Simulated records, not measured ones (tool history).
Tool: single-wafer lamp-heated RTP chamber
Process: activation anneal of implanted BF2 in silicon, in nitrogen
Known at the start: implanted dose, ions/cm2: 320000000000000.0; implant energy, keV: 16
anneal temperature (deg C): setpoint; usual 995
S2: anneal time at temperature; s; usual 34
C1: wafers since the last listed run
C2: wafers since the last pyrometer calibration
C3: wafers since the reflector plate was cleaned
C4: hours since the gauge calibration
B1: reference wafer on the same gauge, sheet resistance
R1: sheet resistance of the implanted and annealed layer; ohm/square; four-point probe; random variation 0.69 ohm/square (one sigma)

Run 1, hour 0.0: usual settings but anneal temperature (deg C) 988; C1 0; C2 393; C3 761; C4 299.7; B1 458.84. Result: R1 387.71 ohm/square.
Run 2, hour 12.2: usual settings but anneal temperature (deg C) 988; C1 104; C2 498; C3 865; C4 311.9; B1 459.06. Result: R1 388.07 ohm/square.
Run 3, hour 41.8: usual settings; C1 253; C2 751; C3 1119; C4 341.5; B1 459.15. Result: R1 385.97 ohm/square.
Run 4, hour 69.3: usual settings but S2 41 s; C1 235; C2 987; C3 1354; C4 369.0; B1 459.16. Result: R1 382.86 ohm/square.
Run 5, hour 104.2: usual settings but S2 41 s; C1 298; C2 1285; C3 1653; C4 403.9; B1 458.81. Result: R1 381.44 ohm/square.
Run 6, hour 139.6: usual settings but S2 41 s; C1 303; C2 1588; C3 1956; C4 439.3; B1 458.99. Result: R1 383.39 ohm/square.
Run 7, hour 237.4: usual settings; C1 837; C2 2425; C3 2793; C4 537.1; B1 458.73. Result: R1 384.11 ohm/square.
Run 8, hour 256.6: usual settings; C1 164; C2 2590; C3 2957; C4 556.3; B1 458.82. Result: R1 384.40 ohm/square.
At hour 280.9: pyrometer window cleaned and pyrometer calibrated.
Run 9, hour 281.4: usual settings; C1 143; C2 3; C3 3101; C4 581.1; B1 458.93. Result: R1 388.97 ohm/square.
Run 10, hour 298.3: usual settings but S2 47 s; C1 144; C2 148; C3 3246; C4 598.0; B1 458.91. Result: R1 384.94 ohm/square.
At hour 313.1: gauge calibrated.
At hour 315.1: reflector plate cleaned.
Run 11, hour 324.1: usual settings but S2 47 s; C1 152; C2 300; C3 77; C4 11.0; B1 459.03. Result: R1 382.44 ohm/square.
Run 12, hour 354.8: usual settings but S2 47 s; C1 262; C2 563; C3 339; C4 41.7; B1 459.00. Result: R1 381.79 ohm/square.
Run 13, hour 371.1: usual settings; C1 139; C2 703; C3 479; C4 58.0; B1 459.05. Result: R1 386.22 ohm/square.
Run 14, hour 388.8: usual settings but anneal temperature (deg C) 1004, S2 39 s; C1 151; C2 854; C3 630; C4 75.7; B1 459.14. Result: R1 382.98 ohm/square.
Run 15, hour 401.9: usual settings but anneal temperature (deg C) 1008, S2 47 s; C1 112; C2 966; C3 743; C4 88.8; B1 458.97. Result: R1 377.20 ohm/square.
Run 16, hour 432.3: usual settings but anneal temperature (deg C) 1012; C1 260; C2 1227; C3 1003; C4 119.2; B1 459.10. Result: R1 379.85 ohm/square.
Run 17, hour 452.1: usual settings but anneal temperature (deg C) 984, S2 26 s; C1 169; C2 1396; C3 1172; C4 139.0; B1 458.99. Result: R1 389.72 ohm/square.
Run 18, hour 473.4: usual settings but anneal temperature (deg C) 1004, S2 39 s; C1 182; C2 1578; C3 1355; C4 160.3; B1 459.10. Result: R1 380.93 ohm/square.
Run 19, hour 486.1: usual settings but anneal temperature (deg C) 1021, S2 26 s; C1 108; C2 1687; C3 1463; C4 173.0; B1 458.99. Result: R1 381.97 ohm/square.
Run 20, hour 512.3: usual settings; C1 224; C2 1911; C3 1688; C4 199.2; B1 458.73. Result: R1 384.22 ohm/square.
Run 21, hour 531.8: usual settings but anneal temperature (deg C) 974, S2 21 s; C1 166; C2 2078; C3 1854; C4 218.7; B1 458.99. Result: R1 396.58 ohm/square.

Forecast run 22:
Run 22, hour 561.1: usual settings but anneal temperature (deg C) 987, S2 52 s; C1 250; C2 2329; C3 2105; C4 248.0; B1 ?. Result: R1 ?.

Run 22 gave B1 458.75, R1 382.28 ohm/square.
Without the tool's hidden state the same run would have given R1 387.45 ohm/square.
